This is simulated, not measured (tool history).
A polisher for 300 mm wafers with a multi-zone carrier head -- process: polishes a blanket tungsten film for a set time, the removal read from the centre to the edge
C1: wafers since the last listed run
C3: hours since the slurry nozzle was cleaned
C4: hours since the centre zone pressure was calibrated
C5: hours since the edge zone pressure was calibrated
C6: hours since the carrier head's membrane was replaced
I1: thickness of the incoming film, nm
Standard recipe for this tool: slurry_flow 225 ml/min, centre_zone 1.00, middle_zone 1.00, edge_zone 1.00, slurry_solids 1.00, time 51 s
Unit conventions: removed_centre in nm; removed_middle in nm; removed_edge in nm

{"run": 1, "hour": 0.0, "slurry_flow": 225, "centre_zone": 0.96, "middle_zone": 1.0, "edge_zone": 1.0, "slurry_solids": 1.0, "time": 51, "C1": 0, "wafers polished on this pad": 1825, "C3": 207.3, "C4": 233.9, "C5": 73.9, "C6": 263.5, "I1": 1326.3, "removed_centre": 166.9, "removed_middle": 173.7, "removed_edge": 177.8}
{"run": 2, "hour": 13.0, "slurry_flow": 225, "centre_zone": 1.0, "middle_zone": 1.0, "edge_zone": 1.0, "slurry_solids": 1.0, "time": 51, "C1": 164, "wafers polished on this pad": 1989, "C3": 220.3, "C4": 246.9, "C5": 86.9, "C6": 276.5, "I1": 1336.6, "removed_centre": 170.7, "removed_middle": 169.1, "removed_edge": 177.8}
{"hour": 18.1, "done": "worn pad replaced by a new one"}
{"run": 3, "hour": 47.1, "slurry_flow": 225, "centre_zone": 1.0, "middle_zone": 1.0, "edge_zone": 1.0, "slurry_solids": 1.0, "time": 51, "C1": 379, "wafers polished on this pad": 365, "C3": 254.4, "C4": 281.0, "C5": 121.0, "C6": 310.6, "I1": 1335.1, "removed_centre": 175.2, "removed_middle": 175.3, "removed_edge": 173.9}
{"run": 4, "hour": 67.5, "slurry_flow": 225, "centre_zone": 1.0, "middle_zone": 1.0, "edge_zone": 1.0, "slurry_solids": 1.0, "time": 51, "C1": 257, "wafers polished on this pad": 622, "C3": 274.8, "C4": 301.4, "C5": 141.4, "C6": 331.0, "I1": 1337.1, "removed_centre": 172.3, "removed_middle": 171.9, "removed_edge": 173.6}
{"run": 5, "hour": 97.4, "slurry_flow": 225, "centre_zone": 1.09, "middle_zone": 0.95, "edge_zone": 0.96, "slurry_solids": 1.0, "time": 51, "C1": 377, "wafers polished on this pad": 999, "C3": 304.7, "C4": 331.3, "C5": 171.3, "C6": 360.9, "I1": 1336.1, "removed_centre": 187.1, "removed_middle": 164.8, "removed_edge": 174.2}
{"run": 6, "hour": 112.4, "slurry_flow": 225, "centre_zone": 1.0, "middle_zone": 1.0, "edge_zone": 1.0, "slurry_solids": 1.0, "time": 51, "C1": 189, "wafers polished on this pad": 1189, "C3": 319.7, "C4": 346.3, "C5": 186.3, "C6": 375.9, "I1": 1339.4, "removed_centre": 170.1, "removed_middle": 169.0, "removed_edge": 175.7}
{"run": 7, "hour": 133.8, "slurry_flow": 285, "centre_zone": 0.89, "middle_zone": 1.0, "edge_zone": 0.94, "slurry_solids": 1.0, "time": 68, "C1": 269, "wafers polished on this pad": 1459, "C3": 341.1, "C4": 367.7, "C5": 207.7, "C6": 397.3, "I1": 1337.4, "removed_centre": 212.8, "removed_middle": 235.2, "removed_edge": 235.0}
{"run": 8, "hour": 154.2, "slurry_flow": 225, "centre_zone": 0.96, "middle_zone": 1.0, "edge_zone": 0.97, "slurry_solids": 1.0, "time": 51, "C1": 257, "wafers polished on this pad": 1716, "C3": 361.5, "C4": 388.1, "C5": 228.1, "C6": 417.7, "I1": 1364.4, "removed_centre": 164.4, "removed_middle": 172.8, "removed_edge": 174.3}
{"hour": 165.7, "done": "worn pad replaced by a new one"}
{"run": 9, "hour": 186.4, "slurry_flow": 225, "centre_zone": 1.0, "middle_zone": 0.89, "edge_zone": 1.0, "slurry_solids": 1.0, "time": 51, "C1": 355, "wafers polished on this pad": 260, "C3": 393.7, "C4": 420.3, "C5": 260.3, "C6": 449.9, "I1": 1356.3, "removed_centre": 174.9, "removed_middle": 164.5, "removed_edge": 177.7}
{"hour": 202.8, "done": "edge zone pressure recalibrated"}
{"run": 10, "hour": 206.1, "slurry_flow": 190, "centre_zone": 0.97, "middle_zone": 0.93, "edge_zone": 1.0, "slurry_solids": 1.0, "time": 35, "C1": 223, "wafers polished on this pad": 484, "C3": 413.4, "C4": 440.0, "C5": 3.3, "C6": 469.6, "I1": 1323.4, "removed_centre": 110.9, "removed_middle": 110.1, "removed_edge": 117.8}
{"run": 11, "hour": 218.6, "slurry_flow": 185, "centre_zone": 1.0, "middle_zone": 1.0, "edge_zone": 1.0, "slurry_solids": 1.0, "time": 56, "C1": 157, "wafers polished on this pad": 641, "C3": 425.9, "C4": 452.5, "C5": 15.8, "C6": 482.1, "I1": 1343.7, "removed_centre": 177.3, "removed_middle": 178.1, "removed_edge": 189.1}
{"hour": 252.5, "done": "centre zone pressure recalibrated"}
{"run": 12, "hour": 253.0, "slurry_flow": 225, "centre_zone": 1.08, "middle_zone": 1.0, "edge_zone": 1.0, "slurry_solids": 0.85, "time": 51, "C1": 408, "wafers polished on this pad": 1050, "C3": 460.3, "C4": 0.5, "C5": 50.2, "C6": 516.5, "I1": 1330.6, "removed_centre": 174.2, "removed_middle": 162.5, "removed_edge": 167.3}
{"run": 13, "hour": 265.0, "slurry_flow": 225, "centre_zone": 1.0, "middle_zone": 1.0, "edge_zone": 0.93, "slurry_solids": 1.2, "time": 60, "C1": 151, "wafers polished on this pad": 1201, "C3": 472.3, "C4": 12.5, "C5": 62.2, "C6": 528.5, "I1": 1326.6, "removed_centre": 206.7, "removed_middle": 209.7, "removed_edge": 207.5}
{"hour": 275.5, "done": "carrier head's membrane replaced by a new one"}
{"run": 14, "hour": 292.9, "slurry_flow": 225, "centre_zone": 1.0, "middle_zone": 1.0, "edge_zone": 1.07, "slurry_solids": 1.0, "time": 51, "C1": 288, "wafers polished on this pad": 1490, "C3": 500.2, "C4": 40.4, "C5": 90.1, "C6": 17.4, "I1": 1344.3, "removed_centre": 169.0, "removed_middle": 169.6, "removed_edge": 178.1}
{"hour": 305.7, "done": "worn pad replaced by a new one"}
{"hour": 309.8, "done": "slurry nozzle cleaned"}
{"run": 15, "hour": 323.1, "slurry_flow": 265, "centre_zone": 1.0, "middle_zone": 1.0, "edge_zone": 0.92, "slurry_solids": 1.0, "time": 51, "C1": 317, "wafers polished on this pad": 207, "C3": 13.3, "C4": 70.6, "C5": 120.3, "C6": 47.6, "I1": 1317.9, "removed_centre": 186.9, "removed_middle": 183.8, "removed_edge": 183.0}
{"run": 16, "hour": 347.1, "slurry_flow": 225, "centre_zone": 1.0, "middle_zone": 0.9, "edge_zone": 1.0, "slurry_solids": 1.0, "time": 51, "C1": 302, "wafers polished on this pad": 510, "C3": 37.3, "C4": 94.6, "C5": 144.3, "C6": 71.6, "I1": 1336.0, "removed_centre": 181.8, "removed_middle": 170.9, "removed_edge": 182.9}
{"run": 17, "hour": 394.0, "slurry_flow": 225, "centre_zone": 1.05, "middle_zone": 1.0, "edge_zone": 1.0, "slurry_solids": 1.1, "time": 69, "C1": 591, "wafers polished on this pad": 1101, "C3": 84.2, "C4": 141.5, "C5": 191.2, "C6": 118.5, "I1": 1363.7, "removed_centre": 256.2, "removed_middle": 242.7, "removed_edge": 245.6}
{"run": 18, "hour": 422.0, "slurry_flow": 225, "centre_zone": 1.0, "middle_zone": 1.0, "edge_zone": 1.0, "slurry_solids": 1.0, "time": 51, "C1": 353, "wafers polished on this pad": 1455, "C3": 112.2, "C4": 169.5, "C5": 219.2, "C6": 146.5, "I1": 1338.9, "removed_centre": 174.4, "removed_middle": 173.2, "removed_edge": 179.2}
{"run": 19, "hour": 450.6, "slurry_flow": 225, "centre_zone": 1.0, "middle_zone": 1.0, "edge_zone": 1.0, "slurry_solids": 1.0, "time": 51, "C1": 360, "wafers polished on this pad": 1815, "C3": 140.8, "C4": 198.1, "C5": 247.8, "C6": 175.1, "I1": 1333.3, "removed_centre": 170.8, "removed_middle": 175.4, "removed_edge": 171.9}
{"hour": 473.7, "done": "worn pad replaced by a new one"}
{"run": 20, "hour": 474.2, "slurry_flow": 225, "centre_zone": 1.0, "middle_zone": 1.0, "edge_zone": 1.0, "slurry_solids": 1.0, "time": 51, "C1": 247, "wafers polished on this pad": 6, "C3": 164.4, "C4": 221.7, "C5": 271.4, "C6": 198.7, "I1": 1354.4, "removed_centre": 177.9, "removed_middle": 176.9, "removed_edge": 176.6}

Hidden state, per run?
deviation of the centre zone's pressure from its setpoint, %: 0 in every run
deviation of the edge zone's pressure from its setpoint, %: 0 in every run
H1: removal rate lost through wear of the pad, %
H2: slurry flow missing at the pad, %
run=1 H1=3.51 H2=21.7
run=2 H1=3.56 H2=22.3
run=3 H1=1.68 H2=23.7
run=4 H1=2.37 H2=24.4
run=5 H1=3.01 H2=25.3
run=6 H1=3.22 H2=25.7
run=7 H1=3.44 H2=26.2
run=8 H1=3.57 H2=26.7
run=9 H1=1.56 H2=27.3
run=10 H1=2.34 H2=27.6
run=11 H1=2.7 H2=27.8
run=12 H1=3.37 H2=28.3
run=13 H1=3.52 H2=28.5
run=14 H1=3.76 H2=28.8
run=15 H1=1.55 H2=7.3
run=16 H1=2.52 H2=10.3
run=17 H1=3.53 H2=15.2
run=18 H1=3.83 H2=17.6
run=19 H1=4.01 H2=19.7
run=20 H1=0.574 H2=21.2

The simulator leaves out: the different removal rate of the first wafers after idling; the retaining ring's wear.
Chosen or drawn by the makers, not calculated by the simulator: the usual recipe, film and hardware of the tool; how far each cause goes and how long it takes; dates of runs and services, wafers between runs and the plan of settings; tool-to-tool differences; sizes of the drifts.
